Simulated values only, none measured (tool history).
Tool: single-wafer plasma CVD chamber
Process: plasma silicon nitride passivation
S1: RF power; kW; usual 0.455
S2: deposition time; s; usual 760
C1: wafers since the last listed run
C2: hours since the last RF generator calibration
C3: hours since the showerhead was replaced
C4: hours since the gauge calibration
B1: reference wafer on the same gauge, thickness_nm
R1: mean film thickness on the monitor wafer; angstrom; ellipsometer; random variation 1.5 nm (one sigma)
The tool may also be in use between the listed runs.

| run | hour | S1 | S2 | C1 | C2 | C3 | C4 | B1 | R1 |
|---|---|---|---|---|---|---|---|---|---|
| 1 | 0.0 | 0.455 | 760 | 0 | 1491.7 | 6919.9 | 428.7 | 839.973 | 10111.48 |
| 2 | 26.4 | 0.455 | 760 | 79 | 1518.1 | 6946.3 | 455.1 | 840.085 | 10114.36 |
| 3 | 39.5 | 0.455 | 760 | 39 | 1531.2 | 6959.4 | 468.2 | 839.716 | 10089.81 |
| 4 | 55.1 | 0.455 | 760 | 47 | 1546.8 | 6975.0 | 483.8 | 839.769 | 10108.34 |
| 5 | 159.4 | 0.485 | 760 | 315 | 1651.1 | 7079.3 | 588.1 | 839.981 | 10237.48 |
| 6 | 179.5 | 0.485 | 760 | 60 | 1671.2 | 7099.4 | 608.2 | 840.712 | 10240.14 |
| 7 | 201.0 | 0.485 | 760 | 64 | 1692.7 | 7120.9 | 629.7 | 839.917 | 10245.75 |
| 8 | 219.9 | 0.455 | 760 | 57 | 1711.6 | 7139.8 | 648.6 | 839.847 | 10093.72 |
| 9 | 233.2 | 0.455 | 760 | 40 | 1724.9 | 7153.1 | 661.9 | 840.208 | 10075.19 |
| 10 | 256.0 | 0.455 | 760 | 68 | 1747.7 | 7175.9 | 684.7 | 840.140 | 10077.79 |
| 11 | 278.4 | 0.455 | 760 | 67 | 1770.1 | 7198.3 | 707.1 | 839.532 | 10091.05 |
| 12 | 298.3 | 0.455 | 760 | 60 | 1790.0 | 7218.2 | 727.0 | 839.969 | 10093.11 |
| 13 | 388.8 | 0.455 | 702 | 273 | 1880.5 | 7308.7 | 817.5 | 839.876 | 9330.61 |
| 14 | 413.3 | 0.495 | 808 | 74 | 1905.0 | 7333.2 | 842.0 | 840.297 | 10967.20 |
| 15 | 445.2 | 0.370 | 823 | 96 | 1936.9 | 7365.1 | 873.9 | 839.849 | 10427.95 |
|  | 455.1 | showerhead replaced |
|  | 501.5 | gauge calibrated |
| 16 | 511.2 | 0.545 | 648 | 175 | 2002.9 | 56.1 | 9.7 | 840.240 | 8971.89 |
| 17 | 534.9 | 0.455 | 760 | 71 | 2026.6 | 79.8 | 33.4 | 840.268 | 10052.99 |
| 18 | 550.8 | 0.370 | 835 | 48 | 2042.5 | 95.7 | 49.3 | 840.347 | 10555.00 |
| 19 | 565.4 | 0.455 | 860 | 44 | 2057.1 | 110.3 | 63.9 | 840.320 | 11392.77 |
| 20 | 579.5 | 0.455 | 760 | 42 | 2071.2 | 124.4 | 78.0 | 840.159 | 10089.65 |
|  | 589.2 | RF generator calibrated |
| 21 | 615.0 | 0.410 | 682 | 83 | 25.8 | 159.9 | 113.5 | 839.805 | 8966.66 |
| 22 | 630.2 | 0.395 | 621 | 45 | 41.0 | 175.1 | 128.7 | 840.651 | 8118.61 |
| 23 | 660.6 | 0.455 | 760 | 91 | 71.4 | 205.5 | 159.1 | 840.425 | 10229.76 |
| 24 | 695.3 | 0.455 | 760 | 104 | 106.1 | 240.2 | 193.8 | 840.013 | 10249.73 |
| 25 | 730.9 | 0.455 | 760 | 107 | 141.7 | 275.8 | 229.4 | 840.614 | 10229.86 |
| 26 | 749.0 | 0.455 | 864 | 54 | 159.8 | 293.9 | 247.5 | 839.930 | 11649.28 |

Hidden state or all else? Some run-to-run changes of R1, split into what the settings, what came in and random variation would give without the hidden state, and what is left for the hidden state (with any gauge scatter that isn't in both results):
The hidden state here: delivered RF power above the setpoint (%); gauge reads high (%).
Run 13 -> 14: S1 0.455 -> 0.495, S2 702 -> 808. R1 +1636.59 angstrom: hidden state -31.27, all else +1667.86.
Run 20 -> 21: S1 0.455 -> 0.410, S2 760 -> 682, RF generator calibrated. R1 -1122.99 angstrom: hidden state +176.81, all else -1299.80.
Run 22 -> 23: S1 0.395 -> 0.455, S2 621 -> 760. R1 +2111.15 angstrom: hidden state -7.28, all else +2118.43.
